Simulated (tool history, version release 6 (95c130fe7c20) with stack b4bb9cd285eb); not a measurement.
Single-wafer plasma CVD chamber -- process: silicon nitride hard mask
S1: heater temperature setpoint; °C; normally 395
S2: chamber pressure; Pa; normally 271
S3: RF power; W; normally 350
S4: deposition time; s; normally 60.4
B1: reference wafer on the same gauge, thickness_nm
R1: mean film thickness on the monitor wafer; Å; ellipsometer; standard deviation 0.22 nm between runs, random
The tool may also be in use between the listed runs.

Run 1, hour 0: usual settings; B1 82.652. Result: R1 708.03 Å.
Run 2, hour 24.1: usual settings; B1 82.64. Result: R1 710.19 Å.
Run 3, hour 63.5: usual settings; B1 82.6. Result: R1 706.03 Å.
Run 4, hour 77.8: usual settings; B1 82.579. Result: R1 710.1 Å.
Run 5, hour 91.3: usual settings; B1 82.582. Result: R1 711.34 Å.
Run 6, hour 120.4: usual settings but S1 385 °C; B1 82.577. Result: R1 710.28 Å.
At hour 142.6: showerhead replaced.
At hour 145.7: gauge calibrated.
Run 7, hour 150.1: usual settings but S1 385 °C; B1 82.602. Result: R1 712.12 Å.
At hour 182.7: thermocouple changed; heater temperature recalibrated.
Run 8, hour 185.9: usual settings but S1 383 °C, S3 320 W, S4 67.3 s; B1 82.604. Result: R1 746.88 Å.
Run 9, hour 207.2: usual settings but S1 399 °C, S4 72.1 s; B1 82.636. Result: R1 841.55 Å.
Run 10, hour 227.2: usual settings but S1 388 °C, S2 244 Pa, S3 380 W, S4 65.4 s; B1 82.678. Result: R1 783.09 Å.
At hour 241.2: capacitance manometer re-zeroed and calibrated.
At hour 258.7: RF generator calibrated.
Run 11, hour 262.6: usual settings; B1 82.617. Result: R1 747.92 Å.
Run 12, hour 277.3: usual settings but S2 216 Pa; B1 82.659. Result: R1 675.05 Å.
Run 13, hour 305.4: usual settings but S1 381 °C, S3 395 W; B1 82.55. Result: R1 802.79 Å.
Run 14, hour 335.3: usual settings but S3 280 W; B1 82.566. Result: R1 632.91 Å.

Had the tool no unlogged condition, and each run kept its random variation, what would the results have been?
What the log doesn't record here: wafer temperature above the value expected at the setpoint (K); delivered RF power above the setpoint (%); true pressure above the setpoint (%); gauge reads high (%).
run      R1
  1  748.64
  2  751.19
  3  747.21
  4  751.65
  5   753.1
  6  752.24
  7  754.44
  8  793.45
  9   892.1
 10  829.48
 11  751.53
 12  679.58
 13  810.36
 14  642.38

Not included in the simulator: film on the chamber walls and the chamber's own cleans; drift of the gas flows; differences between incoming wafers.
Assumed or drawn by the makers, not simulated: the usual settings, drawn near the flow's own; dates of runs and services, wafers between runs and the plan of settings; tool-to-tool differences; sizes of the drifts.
